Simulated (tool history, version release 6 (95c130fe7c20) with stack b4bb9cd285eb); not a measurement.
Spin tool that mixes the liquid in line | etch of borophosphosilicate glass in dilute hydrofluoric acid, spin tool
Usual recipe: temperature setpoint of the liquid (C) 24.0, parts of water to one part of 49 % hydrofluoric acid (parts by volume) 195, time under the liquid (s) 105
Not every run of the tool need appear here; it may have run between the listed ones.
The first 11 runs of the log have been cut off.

| run | day | temperature setpoint of the liquid (C) | parts of water to one part of 49 % hydrofluoric acid (parts by volume) | time under the liquid (s) | read-back film thickness of the borophosphosilicate glass reference wafer, read on the same gauge (nm) | thickness taken off the borophosphosilicate glass on a monitor wafer (angstrom) |
|---|---|---|---|---|---|---|
| 12 | 37.392 | 24.0 | 245 | 125 | 39.97 | 246.2 |
| 13 | 39.933 | 21.0 | 240 | 105 | 40.00 | 192.5 |
| 14 | 43.546 | 24.0 | 195 | 150 | 40.01 | 398.9 |
| 15 | 45.096 | 24.0 | 195 | 105 | 39.98 | 276.3 |
| 16 | 48.329 | 24.0 | 255 | 105 | 39.99 | 199.5 |
| 17 | 51.712 | 20.0 | 275 | 140 | 39.99 | 208.8 |
|  | 52.979 | gauge calibrated |
| 18 | 53.329 | 24.0 | 195 | 105 | 40.01 | 281.0 |
| 19 | 55.271 | 28.5 | 195 | 105 | 40.01 | 331.6 |
| 20 | 59.075 | 24.0 | 195 | 105 | 40.02 | 282.0 |

Estimate the outcome of run 21 from the log above:
| 21 | 61.129 | 24.0 | 275 | 105 | ? | ? |

Logged for run 21: read-back film thickness of the borophosphosilicate glass reference wafer, read on the same gauge (nm) 39.96, thickness taken off the borophosphosilicate glass on a monitor wafer (angstrom) 183.2.
Were there no unlogged condition in the tool, this run, its random variation unchanged, would have produced thickness taken off the borophosphosilicate glass on a monitor wafer (angstrom) 173.4.

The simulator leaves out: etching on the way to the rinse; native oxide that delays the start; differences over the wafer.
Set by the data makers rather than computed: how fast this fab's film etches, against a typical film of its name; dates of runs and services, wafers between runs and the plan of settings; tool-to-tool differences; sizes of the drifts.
